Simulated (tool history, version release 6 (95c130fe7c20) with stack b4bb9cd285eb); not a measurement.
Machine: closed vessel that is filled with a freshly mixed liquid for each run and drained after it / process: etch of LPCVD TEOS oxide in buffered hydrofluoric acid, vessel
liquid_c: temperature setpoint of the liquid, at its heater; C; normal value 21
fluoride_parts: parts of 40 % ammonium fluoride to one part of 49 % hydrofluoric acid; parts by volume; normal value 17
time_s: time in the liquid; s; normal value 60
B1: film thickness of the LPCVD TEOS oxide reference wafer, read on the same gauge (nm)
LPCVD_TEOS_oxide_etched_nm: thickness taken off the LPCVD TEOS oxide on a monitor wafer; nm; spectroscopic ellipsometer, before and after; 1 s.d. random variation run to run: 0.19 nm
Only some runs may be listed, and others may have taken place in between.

run 1 hour=0 | liquid_c=21 fluoride_parts=17 time_s=45 | B1=50.02 | LPCVD_TEOS_oxide_etched_nm=43.56
run 2 hour=72.1 | liquid_c=21 fluoride_parts=19 time_s=60 | B1=49.96 | LPCVD_TEOS_oxide_etched_nm=52.18
run 3 hour=153.4 | liquid_c=21 fluoride_parts=19 time_s=60 | B1=50 | LPCVD_TEOS_oxide_etched_nm=52.29
run 4 hour=232.5 | liquid_c=21 fluoride_parts=17 time_s=60 | B1=50.02 | LPCVD_TEOS_oxide_etched_nm=57.98
run 5 hour=328.2 | liquid_c=21 fluoride_parts=17 time_s=60 | B1=49.97 | LPCVD_TEOS_oxide_etched_nm=57.91
run 6 hour=392.5 | liquid_c=21 fluoride_parts=17 time_s=60 | B1=50.05 | LPCVD_TEOS_oxide_etched_nm=57.95
run 7 hour=443.9 | liquid_c=21 fluoride_parts=17 time_s=60 | B1=49.95 | LPCVD_TEOS_oxide_etched_nm=58.16
run 8 hour=516.2 | liquid_c=21 fluoride_parts=17 time_s=60 | B1=49.94 | LPCVD_TEOS_oxide_etched_nm=58.03
-- hour=590.4 hydrofluoric acid flow meter replaced
run 9 hour=590.9 | liquid_c=24 fluoride_parts=21 time_s=60 | B1=50.01 | LPCVD_TEOS_oxide_etched_nm=57.24
run 10 hour=670.3 | liquid_c=24 fluoride_parts=21 time_s=60 | B1=49.97 | LPCVD_TEOS_oxide_etched_nm=57.89
run 11 hour=728.6 | liquid_c=24 fluoride_parts=21 time_s=60 | B1=50.06 | LPCVD_TEOS_oxide_etched_nm=57.61
run 12 hour=790.6 | liquid_c=21 fluoride_parts=17 time_s=60 | B1=50.01 | LPCVD_TEOS_oxide_etched_nm=59.19
run 13 hour=873 | liquid_c=21 fluoride_parts=17 time_s=60 | B1=50.01 | LPCVD_TEOS_oxide_etched_nm=59.02
run 14 hour=970 | liquid_c=19 fluoride_parts=19.5 time_s=85 | B1=50.02 | LPCVD_TEOS_oxide_etched_nm=65.09
run 15 hour=1096.2 | liquid_c=18 fluoride_parts=17 time_s=60 | B1=50.02 | LPCVD_TEOS_oxide_etched_nm=49.63
run 16 hour=1182.7 | liquid_c=24 fluoride_parts=15 time_s=60 | B1=50.01 | LPCVD_TEOS_oxide_etched_nm=78.54
run 17 hour=1244.8 | liquid_c=24 fluoride_parts=17 time_s=40 | B1=49.98 | LPCVD_TEOS_oxide_etched_nm=46.01
run 18 hour=1304.3 | liquid_c=21 fluoride_parts=21 time_s=60 | B1=50.01 | LPCVD_TEOS_oxide_etched_nm=48.38
run 19 hour=1459.2 | liquid_c=21 fluoride_parts=17 time_s=30 | B1=50 | LPCVD_TEOS_oxide_etched_nm=29.37
run 20 hour=1505.5 | liquid_c=21 fluoride_parts=17 time_s=60 | B1=49.94 | LPCVD_TEOS_oxide_etched_nm=58.57
run 21 hour=1603.8 | liquid_c=23 fluoride_parts=14 time_s=80 | B1=49.99 | LPCVD_TEOS_oxide_etched_nm=105.19
-- hour=1628.6 thermometer replaced
run 22 hour=1702.1 | liquid_c=23 fluoride_parts=14 time_s=80 | B1=49.98 | LPCVD_TEOS_oxide_etched_nm=104.7
run 23 hour=1740.6 | liquid_c=25.5 fluoride_parts=17 time_s=85 | B1=49.99 | LPCVD_TEOS_oxide_etched_nm=105.96
run 24 hour=1792 | liquid_c=21 fluoride_parts=17 time_s=80 | B1=50.04 | LPCVD_TEOS_oxide_etched_nm=78.23
run 25 hour=1858.7 | liquid_c=25 fluoride_parts=17 time_s=85 | B1=49.99 | LPCVD_TEOS_oxide_etched_nm=102.4
-- hour=1882.9 gauge calibrated
run 26 hour=1927.2 | liquid_c=19.5 fluoride_parts=22.5 time_s=60 | B1=49.96 | LPCVD_TEOS_oxide_etched_nm=42.33
run 27 hour=1966 | liquid_c=21 fluoride_parts=11 time_s=60 | B1=49.95 | LPCVD_TEOS_oxide_etched_nm=89.49
run 28 hour=2020.5 | liquid_c=21 fluoride_parts=20.5 time_s=80 | B1=49.99 | LPCVD_TEOS_oxide_etched_nm=65.66
run 29 hour=2069.4 | liquid_c=21 fluoride_parts=14 time_s=60 | B1=50.01 | LPCVD_TEOS_oxide_etched_nm=70.35
run 30 hour=2164.2 | liquid_c=24 fluoride_parts=17 time_s=40 | B1=50 | LPCVD_TEOS_oxide_etched_nm=45.78
run 31 hour=2262.9 | liquid_c=18 fluoride_parts=12.5 time_s=60 | B1=49.98 | LPCVD_TEOS_oxide_etched_nm=66.24
run 32 hour=2350.4 | liquid_c=21 fluoride_parts=17 time_s=95 | B1=50.05 | LPCVD_TEOS_oxide_etched_nm=91.83
run 33 hour=2433 | liquid_c=25.5 fluoride_parts=11.5 time_s=40 | B1=49.99 | LPCVD_TEOS_oxide_etched_nm=72.58
run 34 hour=2524 | liquid_c=21 fluoride_parts=17 time_s=60 | B1=49.98 | LPCVD_TEOS_oxide_etched_nm=57.72

Hidden state, per run?
liquid hotter than its thermometer reads (K): 0 across all the runs
gauge reads high (%): 0 across all the runs
H1: hydrofluoric acid flow below the setpoint (%)
run=1 H1=2.14
run=2 H1=2.21
run=3 H1=2.3
run=4 H1=2.38
run=5 H1=2.48
run=6 H1=2.55
run=7 H1=2.61
run=8 H1=2.68
run=9 H1=0.706
run=10 H1=0.79
run=11 H1=0.852
run=12 H1=0.917
run=13 H1=1
run=14 H1=1.11
run=15 H1=1.24
run=16 H1=1.33
run=17 H1=1.4
run=18 H1=1.46
run=19 H1=1.62
run=20 H1=1.67
run=21 H1=1.78
run=22 H1=1.88
run=23 H1=1.92
run=24 H1=1.97
run=25 H1=2.04
run=26 H1=2.12
run=27 H1=2.16
run=28 H1=2.21
run=29 H1=2.27
run=30 H1=2.37
run=31 H1=2.47
run=32 H1=2.56
run=33 H1=2.65
run=34 H1=2.75

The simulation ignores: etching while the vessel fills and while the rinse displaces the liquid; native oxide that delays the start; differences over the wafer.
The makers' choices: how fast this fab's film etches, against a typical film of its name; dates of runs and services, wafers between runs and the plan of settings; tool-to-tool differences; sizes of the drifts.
